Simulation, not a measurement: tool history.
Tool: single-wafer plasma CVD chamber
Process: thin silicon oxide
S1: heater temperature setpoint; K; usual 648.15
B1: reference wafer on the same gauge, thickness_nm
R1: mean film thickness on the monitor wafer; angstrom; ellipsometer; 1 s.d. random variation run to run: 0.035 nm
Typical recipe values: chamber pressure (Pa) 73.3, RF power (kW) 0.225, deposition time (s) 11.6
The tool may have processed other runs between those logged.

{"run": 1, "day": 0.0, "S1": 658.15, "chamber pressure (Pa)": 73.3, "RF power (kW)": 0.225, "deposition time (s)": 10.7, "B1": 11.806, "R1": 102.47}
{"run": 2, "day": 2.388, "S1": 658.15, "chamber pressure (Pa)": 73.3, "RF power (kW)": 0.225, "deposition time (s)": 10.7, "B1": 11.793, "R1": 101.28}
{"run": 3, "day": 5.429, "S1": 658.15, "chamber pressure (Pa)": 73.3, "RF power (kW)": 0.225, "deposition time (s)": 10.7, "B1": 11.798, "R1": 101.49}
{"run": 4, "day": 7.292, "S1": 648.15, "chamber pressure (Pa)": 73.3, "RF power (kW)": 0.225, "deposition time (s)": 10.2, "B1": 11.801, "R1": 97.37}
{"run": 5, "day": 11.562, "S1": 648.15, "chamber pressure (Pa)": 73.3, "RF power (kW)": 0.225, "deposition time (s)": 10.2, "B1": 11.806, "R1": 97.13}
{"run": 6, "day": 15.079, "S1": 644.15, "chamber pressure (Pa)": 73.3, "RF power (kW)": 0.225, "deposition time (s)": 11.6, "B1": 11.813, "R1": 110.84}
{"run": 7, "day": 19.079, "S1": 644.15, "chamber pressure (Pa)": 73.3, "RF power (kW)": 0.225, "deposition time (s)": 11.6, "B1": 11.805, "R1": 110.42}
{"run": 8, "day": 22.317, "S1": 644.15, "chamber pressure (Pa)": 73.3, "RF power (kW)": 0.225, "deposition time (s)": 11.6, "B1": 11.795, "R1": 110.86}
{"run": 9, "day": 24.742, "S1": 648.15, "chamber pressure (Pa)": 73.3, "RF power (kW)": 0.225, "deposition time (s)": 11.6, "B1": 11.801, "R1": 110.36}
{"run": 10, "day": 27.733, "S1": 648.15, "chamber pressure (Pa)": 73.3, "RF power (kW)": 0.225, "deposition time (s)": 11.6, "B1": 11.798, "R1": 110.5}
{"run": 11, "day": 31.354, "S1": 648.15, "chamber pressure (Pa)": 73.3, "RF power (kW)": 0.225, "deposition time (s)": 11.6, "B1": 11.799, "R1": 109.42}
{"day": 33.742, "done": "gauge calibrated"}
{"day": 35.496, "done": "capacitance manometer re-zeroed and calibrated"}
{"run": 12, "day": 41.692, "S1": 648.15, "chamber pressure (Pa)": 62.0, "RF power (kW)": 0.265, "deposition time (s)": 11.6, "B1": 11.795, "R1": 100.35}
{"run": 13, "day": 45.867, "S1": 656.15, "chamber pressure (Pa)": 55.6, "RF power (kW)": 0.19, "deposition time (s)": 9.8, "B1": 11.793, "R1": 68.94}
{"run": 14, "day": 48.85, "S1": 648.15, "chamber pressure (Pa)": 73.3, "RF power (kW)": 0.2, "deposition time (s)": 10.3, "B1": 11.799, "R1": 97.37}
{"day": 55.417, "done": "thermocouple changed; heater temperature recalibrated"}
{"run": 15, "day": 59.292, "S1": 648.15, "chamber pressure (Pa)": 73.3, "RF power (kW)": 0.225, "deposition time (s)": 11.6, "B1": 11.801, "R1": 111.44}
{"run": 16, "day": 62.112, "S1": 648.15, "chamber pressure (Pa)": 73.3, "RF power (kW)": 0.225, "deposition time (s)": 11.6, "B1": 11.799, "R1": 111.01}
{"day": 62.783, "done": "showerhead replaced"}
{"day": 64.071, "done": "RF generator calibrated"}
{"run": 17, "day": 65.842, "S1": 648.15, "chamber pressure (Pa)": 66.0, "RF power (kW)": 0.195, "deposition time (s)": 11.6, "B1": 11.804, "R1": 98.3}
{"run": 18, "day": 70.008, "S1": 656.15, "chamber pressure (Pa)": 61.5, "RF power (kW)": 0.225, "deposition time (s)": 12.3, "B1": 11.794, "R1": 99.46}
{"run": 19, "day": 73.288, "S1": 659.15, "chamber pressure (Pa)": 73.3, "RF power (kW)": 0.2, "deposition time (s)": 11.6, "B1": 11.791, "R1": 108.39}
{"run": 20, "day": 77.196, "S1": 658.15, "chamber pressure (Pa)": 73.3, "RF power (kW)": 0.225, "deposition time (s)": 10.7, "B1": 11.801, "R1": 102.65}
{"run": 21, "day": 81.167, "S1": 640.15, "chamber pressure (Pa)": 73.3, "RF power (kW)": 0.225, "deposition time (s)": 11.6, "B1": 11.796, "R1": 112.58}

Below are 5 alternative next runs, each starting from the tool's condition after run 21. Predict each:
{"run": "A", "day": 81.183, "S1": 648.15, "chamber pressure (Pa)": 73.3, "RF power (kW)": 0.225, "deposition time (s)": 11.6, "B1": "?", "R1": "?"}
{"run": "B", "day": 81.183, "S1": 648.15, "chamber pressure (Pa)": 59.9, "RF power (kW)": 0.195, "deposition time (s)": 9.9, "B1": "?", "R1": "?"}
{"run": "C", "day": 81.183, "S1": 656.15, "chamber pressure (Pa)": 73.3, "RF power (kW)": 0.225, "deposition time (s)": 9.9, "B1": "?", "R1": "?"}
{"run": "D", "day": 81.183, "S1": 648.15, "chamber pressure (Pa)": 79.1, "RF power (kW)": 0.205, "deposition time (s)": 13.8, "B1": "?", "R1": "?"}
{"run": "E", "day": 81.183, "S1": 642.15, "chamber pressure (Pa)": 86.8, "RF power (kW)": 0.225, "deposition time (s)": 11.6, "B1": "?", "R1": "?"}

run=A B1=11.794 R1=112.09
run=B B1=11.794 R1=75.43
run=C B1=11.794 R1=95.26
run=D B1=11.794 R1=140.72
run=E B1=11.794 R1=132.97
Without the tool's unlogged condition, the same runs would have read:
run=A R1=116.91
run=B R1=78.94
run=C R1=99.36
run=D R1=146.66
run=E R1=138.50
